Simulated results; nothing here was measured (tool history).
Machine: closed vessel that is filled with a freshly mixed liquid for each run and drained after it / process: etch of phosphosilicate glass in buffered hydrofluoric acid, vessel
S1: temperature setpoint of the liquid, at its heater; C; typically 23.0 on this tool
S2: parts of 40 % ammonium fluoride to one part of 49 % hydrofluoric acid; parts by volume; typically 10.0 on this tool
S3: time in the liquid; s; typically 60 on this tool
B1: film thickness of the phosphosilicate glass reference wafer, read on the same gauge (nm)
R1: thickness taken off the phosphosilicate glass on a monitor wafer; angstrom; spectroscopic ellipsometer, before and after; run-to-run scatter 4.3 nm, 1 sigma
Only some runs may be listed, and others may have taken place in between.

{"run": 1, "hour": 0.0, "S1": 23.0, "S2": 10.0, "S3": 60, "B1": 150.78, "R1": 5953.9}
{"run": 2, "hour": 46.0, "S1": 23.0, "S2": 10.0, "S3": 60, "B1": 151.0, "R1": 5856.4}
{"run": 3, "hour": 74.9, "S1": 23.0, "S2": 10.0, "S3": 40, "B1": 151.11, "R1": 3961.2}
{"run": 4, "hour": 125.9, "S1": 23.0, "S2": 10.0, "S3": 60, "B1": 151.53, "R1": 5985.2}
{"run": 5, "hour": 196.4, "S1": 23.0, "S2": 10.0, "S3": 60, "B1": 151.97, "R1": 6004.5}
{"run": 6, "hour": 265.2, "S1": 23.0, "S2": 10.0, "S3": 60, "B1": 152.52, "R1": 6057.7}
{"run": 7, "hour": 325.5, "S1": 23.0, "S2": 7.0, "S3": 60, "B1": 153.11, "R1": 8448.7}
{"hour": 351.2, "done": "hydrofluoric acid flow meter replaced"}
{"run": 8, "hour": 353.9, "S1": 25.5, "S2": 10.0, "S3": 60, "B1": 153.4, "R1": 6801.0}
{"run": 9, "hour": 382.9, "S1": 26.5, "S2": 10.0, "S3": 60, "B1": 153.71, "R1": 7373.8}
{"run": 10, "hour": 448.1, "S1": 26.5, "S2": 10.0, "S3": 60, "B1": 154.41, "R1": 7352.8}
{"run": 11, "hour": 485.0, "S1": 25.5, "S2": 12.5, "S3": 60, "B1": 154.89, "R1": 5688.1}
{"hour": 515.7, "done": "gauge calibrated"}
{"run": 12, "hour": 531.3, "S1": 23.0, "S2": 10.0, "S3": 40, "B1": 150.34, "R1": 3889.2}
{"hour": 546.5, "done": "thermometer replaced"}
{"run": 13, "hour": 577.4, "S1": 18.0, "S2": 13.0, "S3": 75, "B1": 150.34, "R1": 4287.7}
{"run": 14, "hour": 604.1, "S1": 23.0, "S2": 10.0, "S3": 95, "B1": 150.36, "R1": 9350.0}
{"run": 15, "hour": 673.2, "S1": 23.0, "S2": 10.0, "S3": 60, "B1": 150.53, "R1": 5844.0}
{"run": 16, "hour": 735.7, "S1": 20.5, "S2": 14.0, "S3": 85, "B1": 150.73, "R1": 5176.8}
{"run": 17, "hour": 789.6, "S1": 18.5, "S2": 10.0, "S3": 90, "B1": 150.92, "R1": 6888.3}
{"run": 18, "hour": 833.1, "S1": 26.0, "S2": 9.0, "S3": 90, "B1": 151.13, "R1": 11123.4}
{"run": 19, "hour": 884.7, "S1": 26.5, "S2": 13.0, "S3": 75, "B1": 151.49, "R1": 6909.7}
{"run": 20, "hour": 945.5, "S1": 27.5, "S2": 12.0, "S3": 40, "B1": 151.89, "R1": 4263.3}
{"run": 21, "hour": 998.8, "S1": 18.5, "S2": 10.0, "S3": 90, "B1": 152.26, "R1": 6980.4}

The same runs without the tool's hidden state, with the same run-to-run variation:
Unlogged tool condition in this case: liquid colder than its thermometer reads (K); hydrofluoric acid flow above the setpoint (%); gauge reads high (%).
run=1 R1=5922.3
run=2 R1=5816.9
run=3 R1=3930.5
run=4 R1=5926.7
run=5 R1=5926.3
run=6 R1=5956.5
run=7 R1=8277.1
run=8 R1=6650.4
run=9 R1=7196.1
run=10 R1=7141.2
run=11 R1=5508.2
run=12 R1=3881.3
run=13 R1=4278.0
run=14 R1=9327.0
run=15 R1=5824.0
run=16 R1=5152.2
run=17 R1=6845.4
run=18 R1=11038.3
run=19 R1=6843.3
run=20 R1=4210.9
run=21 R1=6876.0
